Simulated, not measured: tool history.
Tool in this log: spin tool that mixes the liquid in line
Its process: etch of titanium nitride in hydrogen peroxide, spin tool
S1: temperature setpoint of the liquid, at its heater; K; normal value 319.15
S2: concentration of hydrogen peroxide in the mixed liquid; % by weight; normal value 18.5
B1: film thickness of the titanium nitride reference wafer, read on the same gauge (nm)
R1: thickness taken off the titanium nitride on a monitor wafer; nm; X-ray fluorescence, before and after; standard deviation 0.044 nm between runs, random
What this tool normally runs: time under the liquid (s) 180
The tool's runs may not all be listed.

{"run": 1, "hour": 0.0, "S1": 313.65, "S2": 22.5, "time under the liquid (s)": 180, "B1": 100.01, "R1": 7.58}
{"run": 2, "hour": 56.9, "S1": 313.65, "S2": 22.5, "time under the liquid (s)": 180, "B1": 99.99, "R1": 7.6}
{"run": 3, "hour": 89.6, "S1": 313.65, "S2": 22.5, "time under the liquid (s)": 180, "B1": 100.01, "R1": 7.62}
{"hour": 100.2, "done": "gauge calibrated"}
{"run": 4, "hour": 123.5, "S1": 319.15, "S2": 18.5, "time under the liquid (s)": 180, "B1": 100.01, "R1": 10.97}
{"run": 5, "hour": 172.1, "S1": 319.15, "S2": 18.5, "time under the liquid (s)": 180, "B1": 100.0, "R1": 11.04}
{"run": 6, "hour": 228.5, "S1": 319.15, "S2": 18.5, "time under the liquid (s)": 180, "B1": 100.03, "R1": 11.0}
{"run": 7, "hour": 302.6, "S1": 319.15, "S2": 21.0, "time under the liquid (s)": 180, "B1": 100.0, "R1": 11.36}
{"run": 8, "hour": 424.5, "S1": 319.15, "S2": 21.0, "time under the liquid (s)": 180, "B1": 100.02, "R1": 11.29}
{"hour": 475.8, "done": "thermometer replaced"}
{"hour": 480.7, "done": "heated supply line repaired"}
{"run": 9, "hour": 481.6, "S1": 319.15, "S2": 21.0, "time under the liquid (s)": 180, "B1": 100.0, "R1": 11.27}
{"hour": 493.4, "done": "new drum of peroxide connected"}
{"run": 10, "hour": 542.9, "S1": 323.15, "S2": 18.5, "time under the liquid (s)": 180, "B1": 100.02, "R1": 14.76}
{"hour": 560.7, "done": "peroxide flow meter replaced"}
{"run": 11, "hour": 594.7, "S1": 326.65, "S2": 18.5, "time under the liquid (s)": 180, "B1": 100.02, "R1": 19.09}
{"run": 12, "hour": 639.7, "S1": 313.65, "S2": 22.5, "time under the liquid (s)": 180, "B1": 100.03, "R1": 7.57}
{"hour": 672.5, "done": "gauge calibrated"}
{"run": 13, "hour": 706.1, "S1": 325.15, "S2": 13.5, "time under the liquid (s)": 180, "B1": 99.99, "R1": 15.94}

Run 14 is up next; what results do you expect?
{"run": 14, "hour": 777.2, "S1": 311.65, "S2": 14.0, "time under the liquid (s)": 140, "B1": "?", "R1": "?"}

Run 14 came out at B1 99.98, R1 4.58 nm.
Take away the tool's hidden state, keep the run-to-run variation as it was, and the same run would have given R1 4.58 nm.
